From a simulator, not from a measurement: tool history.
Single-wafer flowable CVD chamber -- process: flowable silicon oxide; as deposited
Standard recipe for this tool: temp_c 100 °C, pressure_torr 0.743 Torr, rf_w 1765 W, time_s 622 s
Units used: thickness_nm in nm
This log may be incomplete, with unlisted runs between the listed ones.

run     day  temp_c  pressure_torr  rf_w  time_s  read-back reference wafer on the same gauge, thickness_nm  thickness_nm
  1       0     100          0.743  1600     622                                                    291.667       315.153
  2   2.825     100          0.743  1765     622                                                    292.142       320.926
  3   5.812     100          0.743  1765     622                                                    291.933       319.805
  4   8.088     100          0.743  1560     536                                                    292.093        268.58
  5   9.671     100          0.743  1560     536                                                    291.862       268.745
  6   12.55     100          0.743  1560     536                                                    292.199       268.146
     14.225  -- showerhead replaced
  7  15.392     100          0.743  1765     622                                                    292.363       318.891
  8  17.804     100          0.743  1765     622                                                    291.724       317.558
  9  18.833     100          0.743  1765     622                                                    292.171       317.789
 10  20.954     100          0.743  1765     622                                                    291.861       318.867
     22.538  -- capacitance manometer re-zeroed and calibrated
     22.554  -- thermocouple changed; heater temperature recalibrated
 11  22.738     100          0.743  1765     622                                                    291.937       316.515
     25.088  -- gauge calibrated
 12    25.3     100          0.743  1765     622                                                    292.176       317.868
 13  27.029     100          0.618  1765     622                                                    292.358       261.192
 14  29.492      95          0.678  1765     502                                                     292.44        268.66
 15  31.508     100          0.743  1765     622                                                    292.086       314.368
 16  34.196     100          0.743  1765     622                                                    292.249       316.528
 17  35.808     100          0.743  1765     622                                                    292.674       315.813
     36.267  -- RF generator calibrated
 18  37.392     105          0.743  1765     622                                                    292.082       276.488
 19  39.221      87          0.808  1765     534                                                    291.927       435.098
 20    40.5     110          0.743  1765     687                                                    291.702       264.753
 21  42.204     109          0.814  1765     622                                                     292.23       270.041
 22  44.817     100          0.743  1765     688                                                    292.425       354.713
 23      46     100          0.853  1940     622                                                    292.055       372.888
 24  48.129     100          0.743  1765     498                                                    292.118       254.387
 25  49.896      92          0.743  1765     622                                                    291.983       401.457
 26  51.704     100          0.743  1765     622                                                    291.656       319.442
 27  53.025     100          0.743  1585     512                                                    291.944       255.457
 28  55.388     100          0.837  1765     680                                                    292.025       392.203

Below are 4 alternative next runs, each starting from the tool's condition after run 28. Predict each:
  A  55.412     100          0.743  1765     622                                                          ?             ?
  B  55.412     100          0.813  1765     622                                                          ?             ?
  C  55.412     100          0.619  1765     622                                                          ?             ?
  D  55.412     114          0.743  1765     622                                                          ?             ?

run  read-back reference wafer on the same gauge, thickness_nm  thickness_nm
  A                                                      291.8       320.742
  B                                                      291.8        351.14
  C                                                      291.8       267.219
  D                                                      291.8       213.678
Stripped of hidden state, with their random variation kept, the same runs would have yielded:
run  thickness_nm
  A        322.67
  B       353.251
  C       268.826
  D       214.963

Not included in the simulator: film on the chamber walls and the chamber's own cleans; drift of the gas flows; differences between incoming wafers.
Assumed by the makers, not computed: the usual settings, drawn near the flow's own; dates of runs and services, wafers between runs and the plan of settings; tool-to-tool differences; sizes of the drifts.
